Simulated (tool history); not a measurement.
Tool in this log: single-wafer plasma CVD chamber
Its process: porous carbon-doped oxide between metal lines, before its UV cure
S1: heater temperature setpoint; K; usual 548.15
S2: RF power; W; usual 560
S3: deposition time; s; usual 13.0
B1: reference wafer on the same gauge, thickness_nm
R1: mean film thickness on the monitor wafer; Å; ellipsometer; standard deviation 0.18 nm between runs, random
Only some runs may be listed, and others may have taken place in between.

{"run": 1, "day": 0.0, "S1": 548.15, "S2": 560, "S3": 13.0, "B1": 91.436, "R1": 857.37}
{"run": 2, "day": 0.696, "S1": 548.15, "S2": 560, "S3": 13.0, "B1": 91.42, "R1": 858.53}
{"run": 3, "day": 1.117, "S1": 548.15, "S2": 560, "S3": 13.0, "B1": 91.377, "R1": 860.57}
{"run": 4, "day": 1.475, "S1": 548.15, "S2": 560, "S3": 13.0, "B1": 91.403, "R1": 857.64}
{"run": 5, "day": 1.962, "S1": 548.15, "S2": 560, "S3": 13.0, "B1": 91.421, "R1": 855.97}
{"run": 6, "day": 2.329, "S1": 548.15, "S2": 560, "S3": 11.4, "B1": 91.409, "R1": 758.53}
{"run": 7, "day": 2.829, "S1": 548.15, "S2": 560, "S3": 11.4, "B1": 91.384, "R1": 753.39}
{"run": 8, "day": 4.925, "S1": 548.15, "S2": 560, "S3": 13.0, "B1": 91.401, "R1": 856.01}
{"day": 5.646, "done": "RF generator calibrated"}
{"run": 9, "day": 5.667, "S1": 548.15, "S2": 560, "S3": 13.0, "B1": 91.394, "R1": 893.89}
{"run": 10, "day": 5.762, "S1": 548.15, "S2": 560, "S3": 13.0, "B1": 91.373, "R1": 891.77}
{"run": 11, "day": 6.425, "S1": 544.15, "S2": 480, "S3": 13.0, "B1": 91.401, "R1": 848.83}
{"day": 6.746, "done": "gauge calibrated"}
{"day": 8.192, "done": "thermocouple changed; heater temperature recalibrated"}
{"run": 12, "day": 8.212, "S1": 544.15, "S2": 480, "S3": 13.0, "B1": 91.434, "R1": 879.12}
{"run": 13, "day": 8.625, "S1": 542.15, "S2": 560, "S3": 13.0, "B1": 91.423, "R1": 960.77}
{"run": 14, "day": 9.275, "S1": 542.15, "S2": 560, "S3": 13.0, "B1": 91.412, "R1": 959.76}
{"run": 15, "day": 9.867, "S1": 542.15, "S2": 560, "S3": 13.0, "B1": 91.42, "R1": 963.54}
{"run": 16, "day": 10.467, "S1": 548.15, "S2": 560, "S3": 13.0, "B1": 91.366, "R1": 917.16}
{"run": 17, "day": 10.717, "S1": 535.15, "S2": 560, "S3": 13.0, "B1": 91.397, "R1": 1010.58}
{"run": 18, "day": 11.408, "S1": 557.15, "S2": 560, "S3": 13.8, "B1": 91.385, "R1": 904.89}
{"run": 19, "day": 11.792, "S1": 534.15, "S2": 520, "S3": 13.0, "B1": 91.397, "R1": 972.87}
{"run": 20, "day": 12.342, "S1": 542.15, "S2": 515, "S3": 10.4, "B1": 91.4, "R1": 739.47}
{"run": 21, "day": 12.679, "S1": 548.15, "S2": 645, "S3": 13.0, "B1": 91.383, "R1": 976.35}
{"run": 22, "day": 13.404, "S1": 561.15, "S2": 625, "S3": 11.5, "B1": 91.362, "R1": 775.27}
{"run": 23, "day": 14.033, "S1": 548.15, "S2": 560, "S3": 13.0, "B1": 91.421, "R1": 903.14}
{"run": 24, "day": 14.338, "S1": 559.15, "S2": 480, "S3": 10.8, "B1": 91.389, "R1": 649.13}
{"day": 14.712, "done": "showerhead replaced"}
{"run": 25, "day": 15.058, "S1": 548.15, "S2": 480, "S3": 13.0, "B1": 91.363, "R1": 838.06}
{"run": 26, "day": 15.717, "S1": 548.15, "S2": 560, "S3": 13.0, "B1": 91.375, "R1": 900.69}
{"run": 27, "day": 16.067, "S1": 548.15, "S2": 560, "S3": 13.0, "B1": 91.4, "R1": 904.34}
{"run": 28, "day": 16.738, "S1": 548.15, "S2": 560, "S3": 13.0, "B1": 91.43, "R1": 900.24}
{"run": 29, "day": 17.096, "S1": 542.15, "S2": 610, "S3": 14.4, "B1": 91.418, "R1": 1081.04}
{"run": 30, "day": 17.45, "S1": 548.15, "S2": 605, "S3": 15.6, "B1": 91.408, "R1": 1109.63}
{"run": 31, "day": 17.854, "S1": 548.15, "S2": 650, "S3": 13.0, "B1": 91.401, "R1": 963.78}
{"run": 32, "day": 18.321, "S1": 548.15, "S2": 560, "S3": 10.6, "B1": 91.404, "R1": 736.16}
{"run": 33, "day": 18.725, "S1": 557.15, "S2": 560, "S3": 13.0, "B1": 91.396, "R1": 838.84}
{"run": 34, "day": 19.396, "S1": 542.15, "S2": 560, "S3": 13.0, "B1": 91.377, "R1": 932.25}
{"day": 19.804, "done": "gauge calibrated"}
{"run": 35, "day": 19.888, "S1": 548.15, "S2": 560, "S3": 13.0, "B1": 91.388, "R1": 894.01}

Forecast each of these 3 alternatives for the next run:
{"run": "A", "day": 19.904, "S1": 552.15, "S2": 560, "S3": 13.0, "B1": "?", "R1": "?"}
{"run": "B", "day": 19.904, "S1": 548.15, "S2": 515, "S3": 14.1, "B1": "?", "R1": "?"}
{"run": "C", "day": 19.904, "S1": 539.15, "S2": 450, "S3": 12.1, "B1": "?", "R1": "?"}

run=A B1=91.385 R1=865.66
run=B B1=91.385 R1=924.92
run=C B1=91.385 R1=799.65
What these runs would have given with no unlogged condition in the tool:
run=A R1=899.54
run=B R1=961.55
run=C R1=832.02

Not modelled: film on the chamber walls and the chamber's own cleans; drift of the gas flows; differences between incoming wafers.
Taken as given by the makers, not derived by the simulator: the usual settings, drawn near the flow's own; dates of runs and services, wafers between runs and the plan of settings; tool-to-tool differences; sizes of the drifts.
